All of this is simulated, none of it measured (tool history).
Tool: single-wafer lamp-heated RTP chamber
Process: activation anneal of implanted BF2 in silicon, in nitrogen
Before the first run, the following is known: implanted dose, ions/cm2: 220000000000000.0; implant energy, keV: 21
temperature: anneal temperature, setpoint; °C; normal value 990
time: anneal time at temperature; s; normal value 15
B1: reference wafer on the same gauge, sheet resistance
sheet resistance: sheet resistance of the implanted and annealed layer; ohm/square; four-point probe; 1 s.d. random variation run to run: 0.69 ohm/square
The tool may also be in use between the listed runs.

{"run": 1, "hour": 0.0, "temperature": 990, "time": 15, "B1": 523.73, "sheet resistance": 457.56}
{"run": 2, "hour": 31.7, "temperature": 990, "time": 15, "B1": 523.62, "sheet resistance": 456.4}
{"run": 3, "hour": 46.8, "temperature": 990, "time": 15, "B1": 523.37, "sheet resistance": 456.6}
{"run": 4, "hour": 73.9, "temperature": 990, "time": 12, "B1": 523.47, "sheet resistance": 457.34}
{"run": 5, "hour": 87.6, "temperature": 990, "time": 12, "B1": 523.17, "sheet resistance": 457.01}
{"run": 6, "hour": 116.2, "temperature": 990, "time": 15, "B1": 523.26, "sheet resistance": 455.59}
{"run": 7, "hour": 135.0, "temperature": 990, "time": 15, "B1": 522.98, "sheet resistance": 457.21}
{"run": 8, "hour": 157.3, "temperature": 990, "time": 15, "B1": 523.09, "sheet resistance": 456.2}
{"run": 9, "hour": 250.6, "temperature": 990, "time": 15, "B1": 522.57, "sheet resistance": 455.73}
{"run": 10, "hour": 271.1, "temperature": 990, "time": 15, "B1": 522.82, "sheet resistance": 455.57}
{"hour": 295.7, "done": "reflector plate cleaned"}
{"run": 11, "hour": 296.2, "temperature": 990, "time": 15, "B1": 522.43, "sheet resistance": 455.18}
{"run": 12, "hour": 315.8, "temperature": 990, "time": 15, "B1": 522.52, "sheet resistance": 456.11}
{"run": 13, "hour": 338.3, "temperature": 1004, "time": 15, "B1": 522.31, "sheet resistance": 456.03}
{"run": 14, "hour": 358.9, "temperature": 960, "time": 9, "B1": 522.51, "sheet resistance": 480.43}
{"hour": 380.9, "done": "pyrometer window cleaned and pyrometer calibrated"}
{"run": 15, "hour": 381.4, "temperature": 967, "time": 15, "B1": 522.1, "sheet resistance": 467.49}
{"run": 16, "hour": 407.6, "temperature": 1019, "time": 15, "B1": 522.53, "sheet resistance": 454.89}
{"run": 17, "hour": 437.1, "temperature": 1001, "time": 10, "B1": 522.37, "sheet resistance": 456.92}
{"run": 18, "hour": 471.7, "temperature": 990, "time": 15, "B1": 522.48, "sheet resistance": 455.79}
{"hour": 490.6, "done": "gauge calibrated"}
{"run": 19, "hour": 494.1, "temperature": 990, "time": 15, "B1": 526.98, "sheet resistance": 460.77}
{"run": 20, "hour": 528.7, "temperature": 965, "time": 23, "B1": 526.44, "sheet resistance": 470.3}
{"run": 21, "hour": 554.2, "temperature": 960, "time": 15, "B1": 526.03, "sheet resistance": 480.53}
{"run": 22, "hour": 567.6, "temperature": 980, "time": 13, "B1": 525.61, "sheet resistance": 460.67}
{"run": 23, "hour": 581.3, "temperature": 965, "time": 13, "B1": 525.7, "sheet resistance": 474.11}
{"run": 24, "hour": 616.8, "temperature": 961, "time": 13, "B1": 524.91, "sheet resistance": 478.67}
{"run": 25, "hour": 641.7, "temperature": 978, "time": 8, "B1": 524.88, "sheet resistance": 462.16}

Pick out some run-to-run changes in sheet resistance. Of each, how much would a tool without hidden state show as well, from the settings, what came in and chance, and how much is left for the hidden state and any gauge scatter not in both results compared?
Hidden conditions of the tool in this case: true wafer temperature minus pyrometer reading, K; wafer temperature error from the tarnished reflector plate, K; gauge reads high (%).
Run 13 -> 14: temperature 1004 -> 960, time 15 -> 9. sheet resistance +24.4 ohm/square: hidden state -0.24, all else +24.64.
Run 18 -> 19: gauge calibrated. sheet resistance +4.98 ohm/square: hidden state +4.12, all else +0.86.
Run 19 -> 20: temperature 990 -> 965, time 15 -> 23. sheet resistance +9.53 ohm/square: hidden state -0.6, all else +10.13.
Run 21 -> 22: temperature 960 -> 980, time 15 -> 13. sheet resistance -19.86 ohm/square: hidden state -0.15, all else -19.71.

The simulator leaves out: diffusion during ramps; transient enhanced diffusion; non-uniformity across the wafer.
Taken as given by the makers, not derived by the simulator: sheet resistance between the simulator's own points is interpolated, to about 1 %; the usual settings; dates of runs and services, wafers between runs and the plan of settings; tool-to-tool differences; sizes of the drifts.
